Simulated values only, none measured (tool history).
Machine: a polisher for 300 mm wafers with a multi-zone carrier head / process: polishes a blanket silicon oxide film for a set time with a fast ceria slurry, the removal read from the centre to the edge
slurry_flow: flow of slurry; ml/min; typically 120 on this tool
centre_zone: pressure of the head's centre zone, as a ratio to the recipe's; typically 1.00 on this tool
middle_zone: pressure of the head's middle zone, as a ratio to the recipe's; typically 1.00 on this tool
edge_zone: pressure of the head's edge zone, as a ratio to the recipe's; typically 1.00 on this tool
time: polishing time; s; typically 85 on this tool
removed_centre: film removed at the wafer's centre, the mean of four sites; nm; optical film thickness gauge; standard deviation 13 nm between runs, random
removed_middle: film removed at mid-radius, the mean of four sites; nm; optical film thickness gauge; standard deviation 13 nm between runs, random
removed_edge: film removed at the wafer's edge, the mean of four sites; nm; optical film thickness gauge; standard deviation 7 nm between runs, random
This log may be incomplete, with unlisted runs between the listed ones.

| run | day | slurry_flow | centre_zone | middle_zone | edge_zone | time | incoming thickness of the incoming film, nm | removed_centre | removed_middle | removed_edge |
|---|---|---|---|---|---|---|---|---|---|---|
| 1 | 0.000 | 120 | 1.00 | 1.00 | 1.03 | 85 | 3838.1 | 998.9 | 969.3 | 998.5 |
| 2 | 0.758 | 120 | 1.00 | 1.00 | 1.00 | 85 | 3847.0 | 1017.6 | 977.4 | 993.3 |
|  | 0.904 | slurry nozzle cleaned |
| 3 | 1.312 | 120 | 1.00 | 1.00 | 1.00 | 85 | 3887.2 | 1003.5 | 978.9 | 982.2 |
| 4 | 2.025 | 120 | 1.00 | 1.00 | 1.06 | 85 | 3847.0 | 982.5 | 976.3 | 1011.5 |
|  | 2.504 | worn pad replaced by a new one |
| 5 | 2.750 | 120 | 1.00 | 1.00 | 1.06 | 85 | 3862.9 | 978.7 | 985.7 | 1016.8 |
| 6 | 3.304 | 120 | 1.00 | 1.00 | 1.06 | 85 | 3793.6 | 1002.0 | 969.9 | 1020.8 |
| 7 | 4.183 | 120 | 1.00 | 1.00 | 1.00 | 75 | 3871.3 | 885.4 | 869.3 | 885.9 |
| 8 | 5.242 | 120 | 1.00 | 1.00 | 1.00 | 75 | 3899.0 | 892.2 | 865.3 | 881.3 |
| 9 | 6.346 | 120 | 1.00 | 1.00 | 1.00 | 75 | 3886.6 | 872.3 | 863.2 | 879.0 |
|  | 7.421 | carrier head's membrane replaced by a new one |
|  | 7.554 | worn pad replaced by a new one |
| 10 | 7.575 | 120 | 0.89 | 1.09 | 1.00 | 70 | 3776.7 | 732.6 | 857.6 | 814.7 |
| 11 | 8.558 | 120 | 0.89 | 1.00 | 1.00 | 85 | 3883.1 | 887.8 | 980.5 | 983.9 |
| 12 | 10.033 | 120 | 1.00 | 1.11 | 1.05 | 73 | 3794.2 | 860.0 | 920.6 | 870.6 |
| 13 | 10.775 | 120 | 1.00 | 1.00 | 1.00 | 85 | 3920.7 | 1016.0 | 994.4 | 977.3 |
| 14 | 11.388 | 120 | 1.00 | 1.00 | 1.00 | 85 | 3876.7 | 994.3 | 966.2 | 998.8 |
|  | 11.962 | edge zone pressure recalibrated |
| 15 | 11.983 | 100 | 1.00 | 1.00 | 1.00 | 75 | 3851.2 | 870.4 | 836.8 | 856.3 |
|  | 12.292 | centre zone pressure recalibrated |
|  | 12.683 | worn pad replaced by a new one |
|  | 12.717 | slurry nozzle cleaned |
| 16 | 13.179 | 95 | 1.00 | 1.08 | 0.90 | 57 | 3872.4 | 656.2 | 699.3 | 614.2 |
| 17 | 13.921 | 100 | 0.88 | 1.00 | 1.10 | 85 | 3897.3 | 884.1 | 952.7 | 1019.2 |
| 18 | 15.258 | 120 | 1.00 | 1.00 | 1.00 | 85 | 3839.2 | 990.9 | 971.8 | 989.8 |
| 19 | 16.517 | 145 | 1.04 | 1.00 | 1.00 | 85 | 3886.7 | 1078.5 | 1018.3 | 1001.1 |
|  | 17.371 | worn pad replaced by a new one |
| 20 | 17.392 | 120 | 0.94 | 1.07 | 1.00 | 85 | 3818.5 | 951.9 | 1037.4 | 989.0 |
| 21 | 18.150 | 85 | 1.00 | 1.00 | 1.00 | 85 | 3846.1 | 932.8 | 929.7 | 948.0 |
| 22 | 19.483 | 160 | 0.94 | 1.00 | 1.00 | 85 | 3927.9 | 977.3 | 1016.2 | 1036.9 |

Predict each of these 4 candidate next runs independently; none follows another, all start after run 22:
| A | 19.504 | 120 | 0.92 | 1.00 | 1.00 | 85 | 3878.1 | ? | ? | ? |
| B | 19.504 | 120 | 1.06 | 1.12 | 1.00 | 85 | 3878.1 | ? | ? | ? |
| C | 19.504 | 120 | 1.00 | 1.00 | 1.00 | 93 | 3878.1 | ? | ? | ? |
| D | 19.504 | 120 | 1.10 | 1.00 | 1.00 | 85 | 3878.1 | ? | ? | ? |

| run | removed_centre | removed_middle | removed_edge |
|---|---|---|---|
| A | 936.4 | 994.2 | 980.8 |
| B | 1081.0 | 1094.1 | 979.2 |
| C | 1114.4 | 1087.3 | 1073.1 |
| D | 1121.1 | 993.3 | 980.8 |
With the hidden condition removed and each run's random variation left untouched, the same runs would have given:
| run | removed_centre | removed_middle | removed_edge |
|---|---|---|---|
| A | 936.4 | 994.2 | 980.8 |
| B | 1081.0 | 1094.1 | 979.2 |
| C | 1114.4 | 1087.3 | 1073.1 |
| D | 1121.1 | 993.3 | 980.8 |

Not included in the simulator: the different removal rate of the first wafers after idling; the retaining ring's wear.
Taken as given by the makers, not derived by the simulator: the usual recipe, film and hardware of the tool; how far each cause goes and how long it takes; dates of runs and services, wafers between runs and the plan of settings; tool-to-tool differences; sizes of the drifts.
